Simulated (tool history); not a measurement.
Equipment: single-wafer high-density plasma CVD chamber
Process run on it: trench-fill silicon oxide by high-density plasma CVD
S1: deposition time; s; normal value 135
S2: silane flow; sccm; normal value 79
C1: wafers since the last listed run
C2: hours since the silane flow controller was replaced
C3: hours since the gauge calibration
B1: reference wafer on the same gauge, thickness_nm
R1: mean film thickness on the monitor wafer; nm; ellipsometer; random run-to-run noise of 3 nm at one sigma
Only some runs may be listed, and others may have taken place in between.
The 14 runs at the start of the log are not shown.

run    hour   S1  S2   C1      C2     C3        B1        R1
 15   706.2  135  79  320  2715.9  320.4  1309.797  1158.482
 16   740.8  154  79  395  2750.5  355.0  1309.818  1324.768
 17   794.1  135  65  609  2803.8  408.3  1310.495   958.457
 18   860.7  135  79  761  2870.4  474.9  1310.261  1161.548
 19   927.7  110  73  765  2937.4  541.9  1309.774   882.224
 20   986.3  162  69  669  2996.0  600.5  1310.189  1225.387
 21  1014.1  115  70  317  3023.8  628.3  1309.090   882.715
     1078.6  -- silane flow controller replaced
 22  1080.0  146  85  661     1.4  694.2  1310.036  1298.515
     1126.3  -- gauge calibrated
 23  1128.0  135  79  548    49.4    1.7  1310.441  1117.394
 24  1177.3  135  83  563    98.7   51.0  1310.465  1173.411
 25  1209.8  135  79  371   131.2   83.5  1310.648  1121.109
 26  1279.4  120  66  795   200.8  153.1  1310.285   828.360
 27  1342.8  159  70  724   264.2  216.5  1310.744  1169.392
 28  1370.8  135  79  320   292.2  244.5  1309.513  1120.349
 29  1399.9  118  79  332   321.3  273.6  1309.809   981.337
 30  1438.6  135  79  442   360.0  312.3  1310.260  1123.885
 31  1473.1  126  88  394   394.5  346.8  1309.826  1167.461
 32  1517.9  115  87  512   439.3  391.6  1310.227  1048.611

5 ways to go on from here, each from the tool as it stands after run 32. What would each give?
  A  1518.3  135  93   4  439.7  392.0   ?   ?
  B  1518.3  121  84   4  439.7  392.0   ?   ?
  C  1518.3  113  79   4  439.7  392.0   ?   ?
  D  1518.3  153  67   4  439.7  392.0   ?   ?
  E  1518.3  147  90   4  439.7  392.0   ?   ?

run        B1        R1
  A  1310.966  1320.589
  B  1310.966  1069.093
  C  1310.966   938.980
  D  1310.966  1078.244
  E  1310.966  1391.588
Without the tool's hidden state the same runs would have given:
run        R1
  A  1317.248
  B  1066.389
  C   936.605
  D  1075.517
  E  1388.068
